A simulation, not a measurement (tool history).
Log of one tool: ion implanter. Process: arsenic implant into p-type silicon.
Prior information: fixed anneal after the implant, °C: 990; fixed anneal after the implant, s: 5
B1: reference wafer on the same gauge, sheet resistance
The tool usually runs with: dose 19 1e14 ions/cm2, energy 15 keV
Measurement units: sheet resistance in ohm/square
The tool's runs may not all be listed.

Run 1, hour 0: usual settings but dose 20.52 1e14 ions/cm2, energy 18 keV; B1 154.91. Result: sheet resistance 129.73 ohm/square.
Run 2, hour 98: usual settings; B1 154.86. Result: sheet resistance 142.61 ohm/square.
Run 3, hour 137.9: usual settings; B1 154.95. Result: sheet resistance 142.23 ohm/square.
Run 4, hour 245.2: usual settings; B1 155.08. Result: sheet resistance 142.18 ohm/square.
Run 5, hour 288.3: usual settings; B1 155.13. Result: sheet resistance 142.38 ohm/square.
At hour 333: gauge calibrated.
Run 6, hour 372.9: usual settings; B1 153.35. Result: sheet resistance 140.68 ohm/square.
At hour 435.1: extraction supply calibrated.
Run 7, hour 469.6: usual settings; B1 153.77. Result: sheet resistance 141.21 ohm/square.
Run 8, hour 571.2: usual settings; B1 153.96. Result: sheet resistance 141.29 ohm/square.
At hour 619.6: Faraday cup replaced and dose calibrated.
Run 9, hour 641.1: usual settings but dose 17.09 1e14 ions/cm2; B1 154.21. Result: sheet resistance 143.1 ohm/square.
Run 10, hour 683: usual settings; B1 154.23. Result: sheet resistance 141.52 ohm/square.
Run 11, hour 756.5: usual settings but dose 14.15 1e14 ions/cm2, energy 16.5 keV; B1 154.48. Result: sheet resistance 141.71 ohm/square.
Run 12, hour 809.1: usual settings but dose 21.69 1e14 ions/cm2, energy 11 keV; B1 154.58. Result: sheet resistance 157.92 ohm/square.
Run 13, hour 894.2: usual settings but dose 15.94 1e14 ions/cm2, energy 17.5 keV; B1 154.66. Result: sheet resistance 136.12 ohm/square.
Run 14, hour 989.9: usual settings but dose 23.11 1e14 ions/cm2, energy 19 keV; B1 154.74. Result: sheet resistance 124.78 ohm/square.
Run 15, hour 1072.2: usual settings but dose 14.46 1e14 ions/cm2, energy 13.5 keV; B1 154.87. Result: sheet resistance 153.87 ohm/square.

Branching from run 15: 5 alternative next runs. What would each branch give?
Run A, hour 1072.6: usual settings; B1 ?. Result: sheet resistance ?.
Run B, hour 1072.6: usual settings but energy 13.5 keV; B1 ?. Result: sheet resistance ?.
Run C, hour 1072.6: usual settings but dose 16.57 1e14 ions/cm2, energy 19.5 keV; B1 ?. Result: sheet resistance ?.
Run D, hour 1072.6: usual settings but dose 24.42 1e14 ions/cm2; B1 ?. Result: sheet resistance ?.
Run E, hour 1072.6: usual settings but energy 18.5 keV; B1 ?. Result: sheet resistance ?.

run      B1  sheet resistance
  A  154.71            141.55
  B  154.71            147.84
  C  154.71            128.07
  D  154.71            137.77
  E  154.71             128.7
With the hidden condition removed and each run's random variation left untouched, the same runs would have given:
run  sheet resistance
  A            139.89
  B            146.11
  C            126.57
  D            136.16
  E            127.19

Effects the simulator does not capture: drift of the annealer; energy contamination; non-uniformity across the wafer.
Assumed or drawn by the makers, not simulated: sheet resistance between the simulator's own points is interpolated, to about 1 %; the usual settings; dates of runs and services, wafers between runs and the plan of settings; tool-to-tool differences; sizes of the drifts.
